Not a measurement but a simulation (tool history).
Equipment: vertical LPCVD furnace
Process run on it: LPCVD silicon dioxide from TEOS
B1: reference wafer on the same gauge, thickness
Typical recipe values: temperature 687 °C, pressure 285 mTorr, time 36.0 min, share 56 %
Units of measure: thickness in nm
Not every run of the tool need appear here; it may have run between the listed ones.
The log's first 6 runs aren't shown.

{"run": 7, "hour": 163.1, "temperature": 687, "pressure": 285, "time": 36.0, "share": 56, "B1": 153.96, "thickness": 178.57}
{"run": 8, "hour": 179.3, "temperature": 687, "pressure": 235, "time": 42.5, "share": 56, "B1": 154.06, "thickness": 191.16}
{"run": 9, "hour": 209.3, "temperature": 693, "pressure": 250, "time": 42.5, "share": 64, "B1": 153.92, "thickness": 242.94}
{"run": 10, "hour": 243.5, "temperature": 677, "pressure": 285, "time": 36.0, "share": 56, "B1": 154.08, "thickness": 140.74}
{"hour": 275.5, "done": "thermocouples replaced and temperature profile calibrated"}
{"run": 11, "hour": 276.0, "temperature": 687, "pressure": 285, "time": 36.0, "share": 56, "B1": 153.95, "thickness": 172.25}
{"run": 12, "hour": 288.5, "temperature": 687, "pressure": 285, "time": 21.5, "share": 48, "B1": 153.94, "thickness": 95.44}
{"run": 13, "hour": 301.3, "temperature": 680, "pressure": 285, "time": 27.0, "share": 49, "B1": 154.03, "thickness": 102.17}
{"run": 14, "hour": 317.8, "temperature": 687, "pressure": 285, "time": 36.0, "share": 56, "B1": 154.03, "thickness": 172.11}
{"run": 15, "hour": 343.6, "temperature": 687, "pressure": 285, "time": 36.0, "share": 56, "B1": 153.9, "thickness": 173.08}
{"run": 16, "hour": 371.7, "temperature": 687, "pressure": 230, "time": 50.0, "share": 56, "B1": 153.86, "thickness": 214.61}
{"run": 17, "hour": 392.9, "temperature": 682, "pressure": 285, "time": 36.0, "share": 56, "B1": 153.92, "thickness": 152.64}
{"run": 18, "hour": 409.5, "temperature": 687, "pressure": 285, "time": 24.0, "share": 56, "B1": 153.98, "thickness": 115.09}
{"run": 19, "hour": 441.7, "temperature": 681, "pressure": 285, "time": 36.0, "share": 56, "B1": 154.1, "thickness": 149.0}
{"run": 20, "hour": 455.9, "temperature": 697, "pressure": 285, "time": 36.0, "share": 66, "B1": 154.02, "thickness": 237.9}
{"run": 21, "hour": 475.6, "temperature": 676, "pressure": 335, "time": 22.5, "share": 62, "B1": 153.9, "thickness": 94.4}
{"run": 22, "hour": 506.0, "temperature": 687, "pressure": 285, "time": 36.0, "share": 56, "B1": 153.84, "thickness": 173.47}
{"run": 23, "hour": 541.3, "temperature": 682, "pressure": 285, "time": 30.5, "share": 56, "B1": 154.07, "thickness": 130.12}
{"run": 24, "hour": 564.5, "temperature": 687, "pressure": 315, "time": 23.0, "share": 56, "B1": 153.98, "thickness": 115.8}
{"run": 25, "hour": 590.9, "temperature": 682, "pressure": 285, "time": 30.5, "share": 56, "B1": 153.84, "thickness": 130.1}
{"run": 26, "hour": 621.3, "temperature": 687, "pressure": 285, "time": 36.0, "share": 56, "B1": 154.14, "thickness": 173.41}
{"run": 27, "hour": 652.3, "temperature": 687, "pressure": 285, "time": 36.0, "share": 56, "B1": 154.1, "thickness": 173.3}

What will run 28 give?
{"run": 28, "hour": 667.3, "temperature": 695, "pressure": 285, "time": 23.0, "share": 53, "B1": "?", "thickness": "?"}

{"run 28": {"B1": 154.15, "thickness": 130.72}}
Had the tool carried no hidden state, the very same run would have given thickness 127.90 nm.

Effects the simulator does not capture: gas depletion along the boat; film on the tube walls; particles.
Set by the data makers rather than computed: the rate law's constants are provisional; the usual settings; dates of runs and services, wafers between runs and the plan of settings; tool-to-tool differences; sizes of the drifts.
